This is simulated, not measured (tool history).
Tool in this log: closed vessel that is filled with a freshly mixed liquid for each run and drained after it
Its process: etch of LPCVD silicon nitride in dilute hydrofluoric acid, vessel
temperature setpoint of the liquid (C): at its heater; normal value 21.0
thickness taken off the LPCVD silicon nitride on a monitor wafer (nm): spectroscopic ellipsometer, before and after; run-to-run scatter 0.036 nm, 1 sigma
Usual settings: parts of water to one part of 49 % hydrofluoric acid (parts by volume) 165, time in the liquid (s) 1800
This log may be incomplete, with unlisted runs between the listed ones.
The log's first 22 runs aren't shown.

run    hour  temperature setpoint of the liquid (C)  parts of water to one part of 49 % hydrofluoric acid (parts by volume)  time in the liquid (s)  wafers since the last listed run  hours since the thermometer was replaced  hours since the hydrofluoric acid flow meter was replaced  hours since the gauge calibration  read-back film thickness of the LPCVD silicon nitride reference wafer, read on the same gauge (nm)  thickness taken off the LPCVD silicon nitride on a monitor wafer (nm)
 23   970.4                                    21.0                                                                     165                     765                              1032                                     727.3                                                      126.7                              397.0                                                                                              72.180                                                                  2.324
 24  1038.5                                    19.0                                                                     220                     755                              2210                                     795.4                                                      194.8                              465.1                                                                                              72.466                                                                  1.524
 25  1095.6                                    19.0                                                                     165                    1800                              1853                                     852.5                                                      251.9                              522.2                                                                                              72.680                                                                  4.757
 26  1161.2                                    21.0                                                                     220                     980                              2129                                     918.1                                                      317.5                              587.8                                                                                              72.841                                                                  2.275
 27  1198.1                                    17.0                                                                     195                    1470                              1197                                     955.0                                                      354.4                              624.7                                                                                              72.971                                                                  2.973
 28  1226.1                                    21.0                                                                     165                    1335                               908                                     983.0                                                      382.4                              652.7                                                                                              73.047                                                                  4.102
 29  1253.2                                    21.0                                                                     165                    1800                               879                                    1010.1                                                      409.5                              679.8                                                                                              73.072                                                                  5.640
 30  1286.9                                    17.5                                                                      90                    1120                              1093                                    1043.8                                                      443.2                              713.5                                                                                              73.190                                                                  4.898
 31  1337.7                                    23.0                                                                     165                     805                              1648                                    1094.6                                                      494.0                              764.3                                                                                              73.249                                                                  2.861
 32  1392.3                                    21.0                                                                     165                    1800                              1772                                    1149.2                                                      548.6                              818.9                                                                                              73.414                                                                  5.534
 33  1438.5                                    23.5                                                                     130                    1350                              1499                                    1195.4                                                      594.8                              865.1                                                                                              73.502                                                                  6.191

3 ways to go on from here, each from the tool as it stands after run 33. What would each give?
  A  1439.7                                    21.0                                                                     165                    1800                                38                                    1196.6                                                      596.0                              866.3                                                                                                   ?                                                                      ?
  B  1439.7                                    18.5                                                                     135                    1800                                38                                    1196.6                                                      596.0                              866.3                                                                                                   ?                                                                      ?
  C  1439.7                                    19.0                                                                     135                    1480                                38                                    1196.6                                                      596.0                              866.3                                                                                                   ?                                                                      ?

run  read-back film thickness of the LPCVD silicon nitride reference wafer, read on the same gauge (nm)  thickness taken off the LPCVD silicon nitride on a monitor wafer (nm)
  A                                                                                              73.575                                                                  5.581
  B                                                                                              73.575                                                                  5.739
  C                                                                                              73.575                                                                  4.882
What these runs would have given with no unlogged condition in the tool:
run  thickness taken off the LPCVD silicon nitride on a monitor wafer (nm)
  A                                                                  5.315
  B                                                                  5.466
  C                                                                  4.649
